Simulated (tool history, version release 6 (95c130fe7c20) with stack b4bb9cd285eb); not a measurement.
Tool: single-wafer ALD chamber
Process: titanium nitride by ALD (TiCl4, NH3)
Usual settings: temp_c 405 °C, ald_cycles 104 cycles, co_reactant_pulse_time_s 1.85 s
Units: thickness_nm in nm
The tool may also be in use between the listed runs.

run    hour  temp_c  ald_cycles  co_reactant_pulse_time_s  wafers since the last listed run  hours since the last thermocouple change  hours since the showerhead was replaced  hours since the gauge calibration  read-back reference wafer on the same gauge, thickness_nm  thickness_nm
  1     0.0     405         104                      1.85                                 0                                    1032.2                                   6094.0                              401.2                                                      2.196         2.318
  2   232.3     405         104                      1.85                               477                                    1264.5                                   6326.3                              633.5                                                      2.186         2.315
  3   303.9     405         104                      1.85                               147                                    1336.1                                   6397.9                              705.1                                                      2.184         2.315
  4   392.7     405         104                      1.85                               182                                    1424.9                                   6486.7                              793.9                                                      2.177         2.312
  5   441.1     405         104                      1.85                                99                                    1473.3                                   6535.1                              842.3                                                      2.174         2.298
  6   516.5     405         117                      1.85                               154                                    1548.7                                   6610.5                              917.7                                                      2.170         2.581
  7   609.3     413         104                      2.18                               190                                    1641.5                                   6703.3                             1010.5                                                      2.164         2.324
  8   676.3     413         104                      2.18                               137                                    1708.5                                   6770.3                             1077.5                                                      2.159         2.304
  9   779.3     413         104                      2.18                               211                                    1811.5                                   6873.3                             1180.5                                                      2.151         2.305
 10   865.8     405         104                      1.85                               177                                    1898.0                                   6959.8                             1267.0                                                      2.144         2.265
 11   943.0     414         122                      2.30                               158                                    1975.2                                   7037.0                             1344.2                                                      2.135         2.680
      944.5  -- gauge calibrated
 12  1032.8     405         104                      1.85                               184                                    2065.0                                   7126.8                               88.3                                                      2.216         2.346
 13  1139.6     413          86                      2.16                               219                                    2171.8                                   7233.6                              195.1                                                      2.213         1.964
 14  1227.2     405          95                      1.85                               180                                    2259.4                                   7321.2                              282.7                                                      2.213         2.151
     1381.0  -- thermocouple changed; heater temperature recalibrated
     1470.0  -- showerhead replaced
 15  1502.9     405         104                      1.85                               533                                     121.9                                     32.9                              558.4                                                      2.204         2.349
 16  1609.5     396         113                      1.11                               219                                     228.5                                    139.5                              665.0                                                      2.200         2.395
 17  1682.2     405         104                      1.85                               149                                     301.2                                    212.2                              737.7                                                      2.195         2.328
 18  1777.6     405          87                      2.44                               196                                     396.6                                    307.6                              833.1                                                      2.191         1.974
 19  1843.4     395         104                      1.85                               135                                     462.4                                    373.4                              898.9                                                      2.187         2.299
 20  1916.3     413          88                      1.85                               149                                     535.3                                    446.3                              971.8                                                      2.182         1.967
 21  2001.5     405         123                      2.12                               175                                     620.5                                    531.5                             1057.0                                                      2.175         2.729

Forecast each of these 3 alternatives for the next run:
  A  2002.1     405         104                      1.54                                 1                                     621.1                                    532.1                             1057.6                                                          ?             ?
  B  2002.1     394         104                      1.85                                 1                                     621.1                                    532.1                             1057.6                                                          ?             ?
  C  2002.1     411          84                      2.13                                 1                                     621.1                                    532.1                             1057.6                                                          ?             ?

run  read-back reference wafer on the same gauge, thickness_nm  thickness_nm
  A                                                      2.176         2.280
  B                                                      2.176         2.285
  C                                                      2.176         1.879
Without the tool's hidden state the same runs would have given:
run  thickness_nm
  A         2.317
  B         2.321
  C         1.910

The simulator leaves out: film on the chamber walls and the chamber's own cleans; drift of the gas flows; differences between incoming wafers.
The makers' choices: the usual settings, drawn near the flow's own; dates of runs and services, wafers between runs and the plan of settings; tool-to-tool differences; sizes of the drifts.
